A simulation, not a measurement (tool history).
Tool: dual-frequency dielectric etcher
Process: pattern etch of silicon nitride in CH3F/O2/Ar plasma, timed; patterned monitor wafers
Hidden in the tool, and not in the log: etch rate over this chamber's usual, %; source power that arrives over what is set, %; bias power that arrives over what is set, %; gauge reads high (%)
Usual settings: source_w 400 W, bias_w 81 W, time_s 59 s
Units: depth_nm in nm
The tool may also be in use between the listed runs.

| run | hour | source_w | bias_w | time_s | wafers since the last listed run | hours since the last wet clean | hours since the last source power generator calibration | hours since the last bias power generator calibration | hours since the last upper electrode change | hours since the gauge calibration | read-back reference wafer on the same gauge, depth_nm | depth_nm |
|---|---|---|---|---|---|---|---|---|---|---|---|---|
| 1 | 0 | 400 | 68 | 72.5 | 0 | 245.7 | 3060.8 | 3154.4 | 4853.2 | 248.8 | 35.85 | 48.89 |
| 2 | 26.7 | 400 | 68 | 72.5 | 390 | 272.4 | 3087.5 | 3181.1 | 4879.9 | 275.5 | 35.88 | 49.08 |
| 3 | 40.1 | 400 | 81 | 59 | 196 | 285.8 | 3100.9 | 3194.5 | 4893.3 | 288.9 | 35.93 | 41.55 |
| 4 | 57 | 400 | 81 | 59 | 247 | 302.7 | 3117.8 | 3211.4 | 4910.2 | 305.8 | 35.95 | 41.53 |
| 5 | 75.5 | 400 | 81 | 59 | 270 | 321.2 | 3136.3 | 3229.9 | 4928.7 | 324.3 | 35.9 | 41.94 |
| 6 | 88.1 | 400 | 81 | 59 | 184 | 333.8 | 3148.9 | 3242.5 | 4941.3 | 336.9 | 35.99 | 41.87 |
| 7 | 119.1 | 400 | 81 | 59 | 453 | 364.8 | 3179.9 | 3273.5 | 4972.3 | 367.9 | 35.87 | 41.93 |
| 8 | 131.9 | 400 | 81 | 59 | 187 | 377.6 | 3192.7 | 3286.3 | 4985.1 | 380.7 | 35.9 | 41.9 |
|  | 136.7 | source power generator calibrated |
| 9 | 162.3 | 400 | 81 | 59 | 386 | 408 | 25.6 | 3316.7 | 5015.5 | 411.1 | 35.87 | 42.12 |
|  | 195.1 | bias power generator calibrated |
| 10 | 195.6 | 400 | 81 | 59 | 428 | 441.3 | 58.9 | 0.5 | 5048.8 | 444.4 | 35.84 | 42.02 |
| 11 | 216.9 | 400 | 81 | 59 | 311 | 462.6 | 80.2 | 21.8 | 5070.1 | 465.7 | 35.89 | 42.55 |
|  | 263.1 | upper electrode replaced |
| 12 | 263.6 | 450 | 81 | 59 | 332 | 509.3 | 126.9 | 68.5 | 0.5 | 512.4 | 35.82 | 43.97 |
| 13 | 272 | 400 | 81 | 59 | 122 | 517.7 | 135.3 | 76.9 | 8.9 | 520.8 | 35.92 | 42.57 |
| 14 | 307.7 | 400 | 81 | 59 | 522 | 553.4 | 171 | 112.6 | 44.6 | 556.5 | 35.95 | 42.66 |
| 15 | 319.9 | 310 | 95 | 52.5 | 178 | 565.6 | 183.2 | 124.8 | 56.8 | 568.7 | 35.95 | 37.11 |
| 16 | 345.5 | 460 | 81 | 70 | 374 | 591.2 | 208.8 | 150.4 | 82.4 | 594.3 | 35.89 | 52.59 |
|  | 349.2 | gauge calibrated |
| 17 | 371.3 | 400 | 81 | 59 | 377 | 617 | 234.6 | 176.2 | 108.2 | 22.1 | 35.91 | 42.76 |
| 18 | 384 | 400 | 81 | 59 | 185 | 629.7 | 247.3 | 188.9 | 120.9 | 34.8 | 35.95 | 42.85 |
| 19 | 416.6 | 400 | 74 | 67.5 | 477 | 662.3 | 279.9 | 221.5 | 153.5 | 67.4 | 35.91 | 48.36 |
|  | 458.3 | wet clean of the chamber |
| 20 | 458.8 | 460 | 81 | 59 | 266 | 0.5 | 322.1 | 263.7 | 195.7 | 109.6 | 35.93 | 42.27 |
| 21 | 479.5 | 440 | 88 | 69.5 | 302 | 21.2 | 342.8 | 284.4 | 216.4 | 130.3 | 35.79 | 50.1 |
| 22 | 501.4 | 360 | 81 | 59 | 320 | 43.1 | 364.7 | 306.3 | 238.3 | 152.2 | 35.89 | 39.72 |
| 23 | 527.6 | 330 | 71 | 59 | 383 | 69.3 | 390.9 | 332.5 | 264.5 | 178.4 | 35.89 | 37.4 |
| 24 | 539.9 | 400 | 81 | 59 | 179 | 81.6 | 403.2 | 344.8 | 276.8 | 190.7 | 35.86 | 40.94 |
| 25 | 554.5 | 400 | 92 | 59 | 213 | 96.2 | 417.8 | 359.4 | 291.4 | 205.3 | 35.93 | 42.67 |
| 26 | 568.1 | 400 | 81 | 69 | 199 | 109.8 | 431.4 | 373 | 305 | 218.9 | 35.89 | 47.92 |
| 27 | 597.1 | 450 | 70 | 64 | 424 | 138.8 | 460.4 | 402 | 334 | 247.9 | 35.89 | 44.35 |
| 28 | 618.1 | 340 | 99 | 75 | 307 | 159.8 | 481.4 | 423 | 355 | 268.9 | 35.91 | 52.79 |
| 29 | 643.2 | 490 | 61 | 59 | 367 | 184.9 | 506.5 | 448.1 | 380.1 | 294 | 35.8 | 40.83 |

Hidden state at the last listed run before each entry between runs and at the first one after, where it differs:
Between runs 8 and 9: source power generator calibrated (hour 136.7)
  etch rate over this chamber's usual, %: 3.16 -> 3.41
  measured less the result without the state, depth_nm: +1.28 -> +1.39 nm
Between runs 9 and 10: bias power generator calibrated (hour 195.1)
  etch rate over this chamber's usual, %: 3.41 -> 3.69
  measured less the result without the state, depth_nm: +1.39 -> +1.5 nm
Between runs 11 and 12: upper electrode replaced (hour 263.1)
  etch rate over this chamber's usual, %: 3.87 -> 4.27
  measured less the result without the state, depth_nm: +1.58 -> +1.8 nm
Between runs 16 and 17: gauge calibrated (hour 349.2)
  etch rate over this chamber's usual, %: 4.96 -> 5.17
  measured less the result without the state, depth_nm: +2.49 -> +2.11 nm
Between runs 19 and 20: wet clean of the chamber (hour 458.3)
  etch rate over this chamber's usual, %: 5.55 -> -0.281
  measured less the result without the state, depth_nm: +2.54 -> -0.12 nm

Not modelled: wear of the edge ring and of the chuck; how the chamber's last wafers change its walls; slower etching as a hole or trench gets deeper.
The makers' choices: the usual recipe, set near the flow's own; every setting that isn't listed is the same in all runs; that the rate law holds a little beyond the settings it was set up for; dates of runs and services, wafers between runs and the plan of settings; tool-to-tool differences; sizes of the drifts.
